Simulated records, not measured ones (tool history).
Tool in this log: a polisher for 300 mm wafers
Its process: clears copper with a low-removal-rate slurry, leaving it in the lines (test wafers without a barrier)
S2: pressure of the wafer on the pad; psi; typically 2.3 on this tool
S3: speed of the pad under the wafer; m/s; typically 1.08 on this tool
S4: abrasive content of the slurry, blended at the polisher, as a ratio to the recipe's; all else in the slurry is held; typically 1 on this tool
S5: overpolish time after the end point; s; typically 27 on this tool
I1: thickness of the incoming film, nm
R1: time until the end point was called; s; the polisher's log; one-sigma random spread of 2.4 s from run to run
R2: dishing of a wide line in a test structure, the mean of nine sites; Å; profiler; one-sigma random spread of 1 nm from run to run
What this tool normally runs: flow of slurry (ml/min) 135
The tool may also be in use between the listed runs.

Run 1, hour 0: usual settings but flow of slurry (ml/min) 160; I1 372.8. Result: R1 130.2 s, R2 537 Å.
At hour 28.2: slurry nozzle cleaned.
Run 2, hour 68.8: usual settings but flow of slurry (ml/min) 160; I1 376.3. Result: R1 137.4 s, R2 517 Å.
Run 3, hour 118.5: usual settings but flow of slurry (ml/min) 160; I1 371.7. Result: R1 136.3 s, R2 500 Å.
Run 4, hour 180.1: usual settings; I1 373.6. Result: R1 148.8 s, R2 505 Å.
At hour 216.1: slurry blender recalibrated.
At hour 262.5: worn pad replaced by a new one.
Run 5, hour 280.1: usual settings; I1 377.3. Result: R1 137.8 s, R2 514 Å.
Run 6, hour 367.9: usual settings; I1 369.1. Result: R1 138.7 s, R2 504 Å.
Run 7, hour 458.6: usual settings; I1 381.8. Result: R1 143.9 s, R2 521 Å.
Run 8, hour 519.7: usual settings; I1 376.9. Result: R1 139.4 s, R2 496 Å.
At hour 539.6: worn pad replaced by a new one.
At hour 561.2: slurry blender recalibrated.
At hour 587.2: head pressure recalibrated.
Run 9, hour 619.2: usual settings; I1 370.9. Result: R1 138.2 s, R2 536 Å.
At hour 747.3: slurry nozzle cleaned.
At hour 825.5: worn pad replaced by a new one.
At hour 877.4: slurry blender recalibrated.
Run 10, hour 915.2: usual settings but S2 1.6 psi, S3 0.74 m/s, S4 0.85, S5 40 s; I1 368.5. Result: R1 280.3 s, R2 383 Å.
Run 11, hour 1012.4: usual settings but S4 1.3; I1 370.7. Result: R1 131.3 s, R2 523 Å.
Run 12, hour 1117: usual settings but flow of slurry (ml/min) 175, S2 2.8 psi, S4 1.2; I1 375.8. Result: R1 107.1 s, R2 633 Å.
At hour 1184.4: worn pad replaced by a new one.
At hour 1217.6: slurry blender recalibrated.
Run 13, hour 1222.9: usual settings but S4 1.3; I1 374.8. Result: R1 118.8 s, R2 578 Å.
Run 14, hour 1293.5: usual settings but flow of slurry (ml/min) 150, S5 16 s; I1 375.4. Result: R1 136.2 s, R2 340 Å.
Run 15, hour 1348.6: usual settings but flow of slurry (ml/min) 150, S5 16 s; I1 374.5. Result: R1 132.8 s, R2 332 Å.
Run 16, hour 1409.4: usual settings but flow of slurry (ml/min) 165, S2 2.9 psi, S3 1.22 m/s, S5 22 s; I1 379.5. Result: R1 100.6 s, R2 590 Å.
At hour 1462.5: slurry nozzle cleaned.
Run 17, hour 1503.7: usual settings but S4 1.3, S5 36 s; I1 381.2. Result: R1 138.4 s, R2 670 Å.
At hour 1506.1: slurry blender recalibrated.
At hour 1553.6: worn pad replaced by a new one.
Run 18, hour 1564.8: usual settings but flow of slurry (ml/min) 165, S3 0.86 m/s; I1 379.9. Result: R1 161.4 s, R2 451 Å.
Run 19, hour 1617.3: usual settings but S3 0.98 m/s; I1 375.6. Result: R1 156.1 s, R2 474 Å.

Table of differences, measured result less the result of that run with no hidden state. Run-to-run variation is the same in both. Gauge scatter possibly is not:
Unlogged tool condition in this case: removal rate lost through wear of the pad, %; slurry flow missing at the pad, %; deviation of the head's pressure from its setpoint, %; abrasive missing from the slurry, %.
run     R1   R2
  1   +9.5  -33
  2  +12.8  -42
  3  +13.9  -45
  4  +16.1  -49
  5   +6.3  -20
  6  +11.3  -36
  7  +14.4  -47
  8  +14.7  -47
  9   +7.2  -24
 10   +9.2  -11
 11    +11  -37
 12  +11.4  -57
 13   +0.7   -2
 14   +7.2  -17
 15    +10  -24
 16   +9.2  -47
 17  +14.9  -59
 18     +9  -22
 19  +12.9  -35
